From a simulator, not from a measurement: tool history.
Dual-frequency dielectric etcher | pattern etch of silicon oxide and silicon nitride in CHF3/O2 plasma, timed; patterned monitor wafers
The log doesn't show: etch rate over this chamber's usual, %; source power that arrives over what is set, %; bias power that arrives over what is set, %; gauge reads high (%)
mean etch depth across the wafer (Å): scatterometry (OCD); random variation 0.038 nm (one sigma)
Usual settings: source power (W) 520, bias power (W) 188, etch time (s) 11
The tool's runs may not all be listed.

run	day	source power (W)	bias power (W)	etch time (s)	wafers since the last listed run	hours since the last wet clean	hours since the last source power generator calibration	hours since the last bias power generator calibration	hours since the last upper electrode change	hours since the gauge calibration	read-back reference wafer on the same gauge, depth_nm	mean etch depth across the wafer (Å)
1	0	550	188	11	0	227.7	151.9	1907.1	4279.2	312.3	17.99	167.4
2	1.654	520	188	11	903	267.4	191.6	1946.8	4318.9	352	17.99	162.4
3	5.75	520	188	11	2236	365.7	289.9	2045.1	4417.2	450.3	18	164
4	7.371	520	188	11	884	404.6	328.8	2084	4456.1	489.2	18.01	163.7
5	12.438	440	188	11	2766	526.2	450.4	2205.6	4577.7	610.8	18.01	151.4
6	15.417	640	218	11	1626	597.7	521.9	2277.1	4649.2	682.3	17.99	193.4
7	17.812	520	188	12.5	1308	655.2	579.4	2334.6	4706.7	739.8	17.99	187.8
# day 20.767: wet clean of the chamber
8	20.788	550	165	8	1078	0.5	650.8	2406	4778.1	811.2	17.99	113.2
9	22.867	470	213	7.5	1135	50.4	700.7	2455.9	4828	861.1	17.99	110.1
10	26.158	560	161	14.5	1797	129.4	779.7	2534.9	4907	940.1	17.99	206.3
11	29.479	520	157	8	1813	209.1	859.4	2614.6	4986.7	1019.8	18	109.3
# day 34.092: bias power generator calibrated
12	34.112	520	146	10	2438	320.3	970.6	0.5	5097.9	1131	18.01	133.1
13	36.946	520	222	14.5	1547	388.3	1038.6	68.5	5165.9	1199	18.01	229.2
14	41.158	520	188	11	2300	489.4	1139.7	169.6	5267	1300.1	18	163.6
15	45.504	520	188	11	2372	593.7	1244	273.9	5371.3	1404.4	18.02	163.7
16	48.108	600	188	10	1421	656.2	1306.5	336.4	5433.8	1466.9	18.01	160.1
17	49.758	620	188	11	900	695.8	1346.1	376	5473.4	1506.5	18.01	179.1
# day 52.842: upper electrode replaced
# day 53.896: wet clean of the chamber
18	55.9	520	147	11	2261	48.1	1493.5	523.4	73.4	1653.9	18	145.6
19	59.029	410	188	11	1708	123.2	1568.6	598.5	148.5	1729	18	142.3
20	62.525	520	234	11	1908	207.1	1652.5	682.4	232.4	1812.9	18	176.7
21	65.354	600	188	10	1544	275	1720.4	750.3	300.3	1880.8	17.99	157.3
22	69.712	570	188	11	2379	379.6	1825	854.9	404.9	1985.4	17.99	169.6
23	72.842	490	146	12.5	1708	454.7	1900.1	930	480	2060.5	17.99	161.4
24	77.179	470	213	7.5	2368	558.8	2004.2	1034.1	584.1	2164.6	18.01	111.7
25	80.05	620	147	13	1567	627.7	2073.1	1103	653	2233.5	18	189.9
# day 84.417: wet clean of the chamber
26	84.438	430	170	10	1849	0.5	2178.4	1208.3	758.3	2338.8	18	127.7
27	86.679	520	210	14	1223	54.3	2232.2	1262.1	812.1	2392.6	17.99	214.5
28	88.883	520	188	7.5	1203	107.2	2285.1	1315	865	2445.5	18.01	110.4

Hidden state or all else? Some run-to-run changes of mean etch depth across the wafer (Å), split into what the settings, what came in and random variation would give without the hidden state, and what is left for the hidden state (with any gauge scatter that isn't in both results):
Run 7 -> 8: source power (W) 520 -> 550, bias power (W) 188 -> 165, etch time (s) 12.5 -> 8, wet clean of the chamber. mean etch depth across the wafer (Å) -74.6: hidden state -5.3, all else -69.3.
Run 10 -> 11: source power (W) 560 -> 520, bias power (W) 161 -> 157, etch time (s) 14.5 -> 8. mean etch depth across the wafer (Å) -97: hidden state -0.1, all else -96.9.
Run 17 -> 18: source power (W) 620 -> 520, bias power (W) 188 -> 147, upper electrode replaced, wet clean of the chamber. mean etch depth across the wafer (Å) -33.5: hidden state -4.2, all else -29.3.
Run 27 -> 28: bias power (W) 210 -> 188, etch time (s) 14 -> 7.5. mean etch depth across the wafer (Å) -104.1: hidden state -0.2, all else -103.9.
